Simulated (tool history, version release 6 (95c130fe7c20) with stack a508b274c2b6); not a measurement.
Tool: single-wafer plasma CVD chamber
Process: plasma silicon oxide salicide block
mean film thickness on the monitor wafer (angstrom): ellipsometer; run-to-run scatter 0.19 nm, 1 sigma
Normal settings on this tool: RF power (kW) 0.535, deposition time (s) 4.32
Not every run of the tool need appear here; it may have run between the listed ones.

run,hour,RF power (kW),deposition time (s),"read-back reference wafer on the same gauge, thickness_nm",mean film thickness on the monitor wafer (angstrom)
1,0.0,0.535,4.32,40.881,448.41
2,36.5,0.535,4.32,40.994,452.94
3,95.9,0.535,4.09,41.026,427.14
4,154.6,0.535,4.09,41.257,426.65
5,209.0,0.535,4.09,41.232,430.57
6,260.9,0.535,4.32,41.363,455.47
7,316.3,0.535,4.32,41.498,450.45
8,379.5,0.535,4.32,41.629,457.40
9,405.6,0.600,4.32,41.734,475.71
10,460.4,0.600,4.32,41.875,478.06
11,508.5,0.505,4.32,42.030,455.97
12,551.7,0.505,4.32,42.083,453.89
# hour 588.4: showerhead replaced
13,588.9,0.535,4.63,42.162,495.95
14,619.6,0.535,4.63,42.337,498.36
15,656.2,0.535,4.63,42.568,498.05
# hour 663.1: gauge calibrated
16,684.0,0.535,4.32,40.951,451.72
17,717.4,0.535,4.32,41.030,448.17
18,752.5,0.465,4.32,40.898,430.36
19,799.0,0.535,4.32,40.999,448.46
20,832.9,0.440,5.13,40.996,501.67
21,892.8,0.640,3.47,41.043,383.35
22,920.9,0.535,4.32,41.139,450.82
23,987.9,0.535,4.32,41.124,454.49
24,1019.9,0.535,4.32,41.214,447.61
25,1185.0,0.470,5.07,41.339,512.08
26,1213.9,0.625,5.02,41.392,556.80
27,1247.1,0.535,4.05,41.411,427.78
# hour 1262.6: RF generator calibrated
28,1314.8,0.615,5.14,41.522,564.57
29,1357.8,0.565,4.57,41.614,493.48
30,1415.9,0.535,4.63,41.794,491.84
31,1469.0,0.435,4.96,41.920,492.52
32,1505.1,0.535,4.07,41.852,430.84
33,1549.2,0.460,3.79,42.040,385.54
34,1601.5,0.500,5.06,42.180,529.84

The logged runs with the hidden state left out (each run's random variation unchanged):
What the log doesn't record here: delivered RF power above the setpoint (%); gauge reads high (%).
run,mean film thickness on the monitor wafer (angstrom)
1,448.67
2,452.58
3,425.77
4,424.16
5,426.93
6,450.41
7,444.09
8,449.26
9,466.50
10,467.16
11,444.13
12,440.76
13,480.31
14,481.54
15,479.90
16,450.84
17,447.25
18,429.41
19,447.31
20,500.21
21,381.94
22,448.94
23,452.02
24,444.85
25,506.48
26,550.13
27,422.14
28,555.58
29,484.70
30,481.75
31,481.11
32,420.04
33,374.94
34,513.68

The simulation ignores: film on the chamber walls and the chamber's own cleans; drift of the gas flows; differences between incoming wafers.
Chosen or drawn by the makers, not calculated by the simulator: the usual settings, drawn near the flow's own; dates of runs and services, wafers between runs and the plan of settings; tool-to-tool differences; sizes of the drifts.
